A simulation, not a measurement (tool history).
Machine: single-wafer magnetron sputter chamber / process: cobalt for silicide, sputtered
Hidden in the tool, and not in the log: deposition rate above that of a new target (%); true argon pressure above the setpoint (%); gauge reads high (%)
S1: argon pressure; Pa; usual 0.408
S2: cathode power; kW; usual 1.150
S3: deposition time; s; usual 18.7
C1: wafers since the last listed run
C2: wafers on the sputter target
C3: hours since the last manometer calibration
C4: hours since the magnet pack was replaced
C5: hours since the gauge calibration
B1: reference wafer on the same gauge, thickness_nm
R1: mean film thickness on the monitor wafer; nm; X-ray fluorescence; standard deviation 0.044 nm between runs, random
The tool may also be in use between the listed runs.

{"run": 1, "hour": 0.0, "S1": 0.408, "S2": 1.15, "S3": 18.7, "C1": 0, "C2": 1099, "C3": 1396.7, "C4": 4213.4, "C5": 83.6, "B1": 13.182, "R1": 11.276}
{"run": 2, "hour": 14.6, "S1": 0.408, "S2": 1.15, "S3": 18.7, "C1": 686, "C2": 1786, "C3": 1411.3, "C4": 4228.0, "C5": 98.2, "B1": 13.192, "R1": 11.176}
{"run": 3, "hour": 31.3, "S1": 0.408, "S2": 1.15, "S3": 18.7, "C1": 785, "C2": 2571, "C3": 1428.0, "C4": 4244.7, "C5": 114.9, "B1": 13.225, "R1": 11.271}
{"run": 4, "hour": 42.7, "S1": 0.408, "S2": 1.15, "S3": 18.7, "C1": 536, "C2": 3107, "C3": 1439.4, "C4": 4256.1, "C5": 126.3, "B1": 13.201, "R1": 11.207}
{"run": 5, "hour": 54.2, "S1": 0.327, "S2": 1.35, "S3": 18.7, "C1": 540, "C2": 3648, "C3": 1450.9, "C4": 4267.6, "C5": 137.8, "B1": 13.208, "R1": 13.494}
{"run": 6, "hour": 70.0, "S1": 0.408, "S2": 1.15, "S3": 18.7, "C1": 743, "C2": 4392, "C3": 1466.7, "C4": 4283.4, "C5": 153.6, "B1": 13.21, "R1": 11.152}
{"run": 7, "hour": 85.0, "S1": 0.408, "S2": 1.15, "S3": 18.7, "C1": 705, "C2": 5097, "C3": 1481.7, "C4": 4298.4, "C5": 168.6, "B1": 13.193, "R1": 11.156}
{"run": 8, "hour": 96.2, "S1": 0.408, "S2": 1.15, "S3": 18.7, "C1": 526, "C2": 5624, "C3": 1492.9, "C4": 4309.6, "C5": 179.8, "B1": 13.204, "R1": 11.118}
{"run": 9, "hour": 110.7, "S1": 0.408, "S2": 1.15, "S3": 18.7, "C1": 682, "C2": 6306, "C3": 1507.4, "C4": 4324.1, "C5": 194.3, "B1": 13.194, "R1": 11.157}
{"hour": 125.1, "done": "capacitance manometer re-zeroed and calibrated"}
{"run": 10, "hour": 125.6, "S1": 0.533, "S2": 1.15, "S3": 18.7, "C1": 324, "C2": 6631, "C3": 0.5, "C4": 4339.0, "C5": 209.2, "B1": 13.216, "R1": 10.72}
{"hour": 136.8, "done": "sputter target and shields replaced"}
{"run": 11, "hour": 137.6, "S1": 0.408, "S2": 1.15, "S3": 18.7, "C1": 188, "C2": 36, "C3": 12.5, "C4": 4351.0, "C5": 221.2, "B1": 13.222, "R1": 10.937}
{"run": 12, "hour": 147.9, "S1": 0.408, "S2": 1.15, "S3": 18.7, "C1": 484, "C2": 521, "C3": 22.8, "C4": 4361.3, "C5": 231.5, "B1": 13.233, "R1": 10.956}
{"run": 13, "hour": 158.1, "S1": 0.408, "S2": 1.15, "S3": 18.7, "C1": 479, "C2": 1000, "C3": 33.0, "C4": 4371.5, "C5": 241.7, "B1": 13.217, "R1": 10.849}
{"run": 14, "hour": 164.4, "S1": 0.408, "S2": 1.15, "S3": 18.7, "C1": 296, "C2": 1297, "C3": 39.3, "C4": 4377.8, "C5": 248.0, "B1": 13.199, "R1": 10.837}
{"run": 15, "hour": 181.7, "S1": 0.408, "S2": 1.4, "S3": 19.9, "C1": 813, "C2": 2110, "C3": 56.6, "C4": 4395.1, "C5": 265.3, "B1": 13.199, "R1": 14.035}
{"run": 16, "hour": 189.0, "S1": 0.541, "S2": 0.9, "S3": 19.7, "C1": 343, "C2": 2454, "C3": 63.9, "C4": 4402.4, "C5": 272.6, "B1": 13.203, "R1": 8.593}
{"hour": 201.3, "done": "magnet pack replaced"}
{"hour": 203.6, "done": "sputter target and shields replaced, repeated, since the last time left the tool worse"}
{"run": 17, "hour": 204.1, "S1": 0.302, "S2": 1.05, "S3": 16.4, "C1": 227, "C2": 24, "C3": 79.0, "C4": 2.8, "C5": 287.7, "B1": 13.208, "R1": 9.375}
{"hour": 214.7, "done": "gauge calibrated"}
{"run": 18, "hour": 216.3, "S1": 0.408, "S2": 0.95, "S3": 18.7, "C1": 573, "C2": 598, "C3": 91.2, "C4": 15.0, "C5": 1.6, "B1": 13.199, "R1": 9.329}
{"run": 19, "hour": 228.1, "S1": 0.408, "S2": 1.15, "S3": 17.4, "C1": 555, "C2": 1153, "C3": 103.0, "C4": 26.8, "C5": 13.4, "B1": 13.182, "R1": 10.484}
{"run": 20, "hour": 238.7, "S1": 0.524, "S2": 1.25, "S3": 18.7, "C1": 498, "C2": 1652, "C3": 113.6, "C4": 37.4, "C5": 24.0, "B1": 13.214, "R1": 11.81}
{"run": 21, "hour": 251.0, "S1": 0.408, "S2": 1.05, "S3": 22.1, "C1": 578, "C2": 2231, "C3": 125.9, "C4": 49.7, "C5": 36.3, "B1": 13.216, "R1": 12.103}
{"run": 22, "hour": 260.5, "S1": 0.408, "S2": 1.15, "S3": 18.7, "C1": 446, "C2": 2677, "C3": 135.4, "C4": 59.2, "C5": 45.8, "B1": 13.191, "R1": 11.222}
{"run": 23, "hour": 277.7, "S1": 0.299, "S2": 1.05, "S3": 21.8, "C1": 809, "C2": 3487, "C3": 152.6, "C4": 76.4, "C5": 63.0, "B1": 13.191, "R1": 12.243}
{"run": 24, "hour": 295.4, "S1": 0.408, "S2": 1.15, "S3": 18.7, "C1": 832, "C2": 4319, "C3": 170.3, "C4": 94.1, "C5": 80.7, "B1": 13.184, "R1": 11.173}
{"run": 25, "hour": 302.7, "S1": 0.336, "S2": 1.4, "S3": 16.9, "C1": 343, "C2": 4662, "C3": 177.6, "C4": 101.4, "C5": 88.0, "B1": 13.17, "R1": 12.54}
{"run": 26, "hour": 317.2, "S1": 0.408, "S2": 0.95, "S3": 18.7, "C1": 682, "C2": 5345, "C3": 192.1, "C4": 115.9, "C5": 102.5, "B1": 13.187, "R1": 9.196}
{"run": 27, "hour": 335.1, "S1": 0.347, "S2": 1.05, "S3": 16.0, "C1": 842, "C2": 6187, "C3": 210.0, "C4": 133.8, "C5": 120.4, "B1": 13.214, "R1": 8.807}
{"run": 28, "hour": 343.9, "S1": 0.356, "S2": 1.3, "S3": 22.1, "C1": 413, "C2": 6601, "C3": 218.8, "C4": 142.6, "C5": 129.2, "B1": 13.18, "R1": 15.143}

What the log doesn't show, run by run:
true argon pressure above the setpoint (%): 0, the same for each run
gauge reads high (%): 0, the same for each run
H1: deposition rate above that of a new target (%)
run=1 H1=-0.815
run=2 H1=-1.12
run=3 H1=-1.37
run=4 H1=-1.49
run=5 H1=-1.6
run=6 H1=-1.7
run=7 H1=-1.77
run=8 H1=-1.81
run=9 H1=-1.85
run=10 H1=-1.88
run=11 H1=-3.46
run=12 H1=-3.82
run=13 H1=-4.11
run=14 H1=-4.25
run=15 H1=-4.57
run=16 H1=-4.68
run=17 H1=-0.15
run=18 H1=-0.571
run=19 H1=-0.886
run=20 H1=-1.11
run=21 H1=-1.31
run=22 H1=-1.44
run=23 H1=-1.61
run=24 H1=-1.73
run=25 H1=-1.77
run=26 H1=-1.83
run=27 H1=-1.89
run=28 H1=-1.91
